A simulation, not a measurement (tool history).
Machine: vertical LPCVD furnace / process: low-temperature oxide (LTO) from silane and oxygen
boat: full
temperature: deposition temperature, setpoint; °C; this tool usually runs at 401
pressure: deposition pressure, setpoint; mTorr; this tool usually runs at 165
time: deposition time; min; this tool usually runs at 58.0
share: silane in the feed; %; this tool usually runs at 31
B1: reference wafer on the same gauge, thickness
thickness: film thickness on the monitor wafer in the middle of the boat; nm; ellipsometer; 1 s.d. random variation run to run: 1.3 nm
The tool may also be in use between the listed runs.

Run 1, hour 0.0: usual settings but time 75.0 min; B1 333.18. Result: thickness 436.95 nm.
Run 2, hour 56.9: usual settings; B1 332.93. Result: thickness 340.08 nm.
Run 3, hour 305.8: usual settings; B1 332.84. Result: thickness 339.95 nm.
Run 4, hour 389.8: usual settings; B1 332.89. Result: thickness 337.17 nm.
At hour 464.7: gauge calibrated.
Run 5, hour 530.8: usual settings; B1 332.95. Result: thickness 340.76 nm.
Run 6, hour 617.2: usual settings; B1 332.88. Result: thickness 343.85 nm.
Run 7, hour 717.8: usual settings; B1 332.76. Result: thickness 340.32 nm.
Run 8, hour 813.5: usual settings but pressure 190 mTorr; B1 332.97. Result: thickness 392.53 nm.
Run 9, hour 899.6: usual settings; B1 333.12. Result: thickness 344.06 nm.
Run 10, hour 940.1: usual settings; B1 332.91. Result: thickness 345.72 nm.
Run 11, hour 1046.7: usual settings but pressure 190 mTorr; B1 333.12. Result: thickness 394.53 nm.
At hour 1098.2: pressure gauge zeroed.
Run 12, hour 1098.7: usual settings but pressure 185 mTorr; B1 333.12. Result: thickness 369.83 nm.
At hour 1142.1: silane flow controller replaced.
Run 13, hour 1142.6: usual settings but pressure 150 mTorr, share 35 %; B1 333.06. Result: thickness 356.21 nm.
Run 14, hour 1226.2: usual settings but pressure 205 mTorr, time 39.0 min, share 27 %; B1 333.07. Result: thickness 225.54 nm.
Run 15, hour 1307.8: usual settings but pressure 140 mTorr, time 75.0 min, share 26 %; B1 332.91. Result: thickness 285.47 nm.
Run 16, hour 1388.7: usual settings but temperature 395 °C; B1 332.83. Result: thickness 311.74 nm.
Run 17, hour 1475.3: usual settings but pressure 145 mTorr, share 33 %; B1 332.94. Result: thickness 326.68 nm.
Run 18, hour 1523.7: usual settings but time 51.0 min; B1 333.00. Result: thickness 297.62 nm.
Run 19, hour 1620.0: usual settings but pressure 185 mTorr, time 48.0 min; B1 333.24. Result: thickness 315.67 nm.
Run 20, hour 1664.7: usual settings but time 66.5 min, share 26 %; B1 332.60. Result: thickness 303.60 nm.
At hour 1700.4: thermocouples replaced and temperature profile calibrated.
Run 21, hour 1890.1: usual settings; B1 332.85. Result: thickness 332.09 nm.
Run 22, hour 2175.5: usual settings; B1 332.92. Result: thickness 329.66 nm.
Run 23, hour 2214.3: usual settings but pressure 140 mTorr, share 37 %; B1 333.09. Result: thickness 361.96 nm.
Run 24, hour 2256.9: usual settings but temperature 394 °C, pressure 180 mTorr; B1 332.96. Result: thickness 330.79 nm.
Run 25, hour 2344.6: usual settings but temperature 391 °C, pressure 155 mTorr; B1 332.90. Result: thickness 276.57 nm.
Run 26, hour 2405.1: usual settings but pressure 140 mTorr, time 39.0 min, share 35 %; B1 332.92. Result: thickness 226.16 nm.
Run 27, hour 2489.8: usual settings but pressure 190 mTorr, share 27 %; B1 332.99. Result: thickness 310.66 nm.
Run 28, hour 2591.3: usual settings but temperature 397 °C, pressure 130 mTorr, time 46.5 min; B1 333.31. Result: thickness 203.15 nm.
Run 29, hour 2660.1: usual settings but temperature 411 °C; B1 332.86. Result: thickness 373.64 nm.
Run 30, hour 2741.5: usual settings but time 47.0 min; B1 332.81. Result: thickness 270.13 nm.

Same runs, no hidden state in the tool, same run-to-run variation:
What the log doesn't record here: true tube temperature minus thermocouple reading, K; true pressure minus gauge reading, mTorr; deviation of the silane flow from its setpoint, %; gauge reads high (%).
run  thickness
  1     408.33
  2     317.36
  3     315.38
  4     312.22
  5     314.56
  6     316.81
  7     312.87
  8     362.47
  9     315.07
 10     316.31
 11     362.51
 12     354.48
 13     340.34
 14     213.98
 15     267.90
 16     291.83
 17     303.75
 18     276.53
 19     292.52
 20     279.27
 21     317.85
 22     313.61
 23     341.78
 24     315.22
 25     261.52
 26     212.75
 27     295.63
 28     189.68
 29     352.93
 30     254.78
